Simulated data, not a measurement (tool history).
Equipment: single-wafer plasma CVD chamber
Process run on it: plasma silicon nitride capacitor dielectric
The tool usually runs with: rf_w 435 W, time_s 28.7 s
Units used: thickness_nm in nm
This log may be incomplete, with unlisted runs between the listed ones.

run,hour,rf_w,time_s,wafers since the last listed run,hours since the last RF generator calibration,hours since the showerhead was replaced,hours since the gauge calibration,"read-back reference wafer on the same gauge, thickness_nm",thickness_nm
1,0.0,435,28.7,0,1012.0,5481.7,61.8,41.394,42.939
2,15.1,435,28.7,343,1027.1,5496.8,76.9,41.384,43.007
3,26.8,410,28.7,266,1038.8,5508.5,88.6,41.381,41.922
4,37.3,410,28.7,238,1049.3,5519.0,99.1,41.437,41.922
5,43.6,435,28.7,143,1055.6,5525.3,105.4,41.355,42.859
6,93.8,435,28.7,1141,1105.8,5575.5,155.6,41.416,42.736
7,107.3,435,28.7,306,1119.3,5589.0,169.1,41.391,42.623
# hour 116.4: RF generator calibrated
8,118.3,480,28.7,68,1.9,5600.0,180.1,41.368,45.263
9,125.6,480,28.7,165,9.2,5607.3,187.4,41.430,45.342
# hour 137.2: gauge calibrated
10,138.2,480,28.7,286,21.8,5619.9,1.0,41.363,45.342
# hour 153.8: showerhead replaced
11,154.3,435,26.6,184,37.9,0.5,17.1,41.412,40.495
12,175.3,435,26.6,477,58.9,21.5,38.1,41.371,40.594
13,187.8,355,24.6,284,71.4,34.0,50.6,41.395,34.900
14,200.0,435,28.7,277,83.6,46.2,62.8,41.448,43.714
15,216.3,375,26.5,370,99.9,62.5,79.1,41.403,38.275
16,224.3,360,23.3,181,107.9,70.5,87.1,41.390,33.267
17,241.2,435,28.7,384,124.8,87.4,104.0,41.373,43.784

Forecast run 18:
18,247.6,435,28.7,145,131.2,93.8,110.4,?,?

read-back reference wafer on the same gauge, thickness_nm: 41.411
thickness_nm: 43.812 nm
Without the tool's hidden state the same run would have given thickness_nm 43.863 nm.
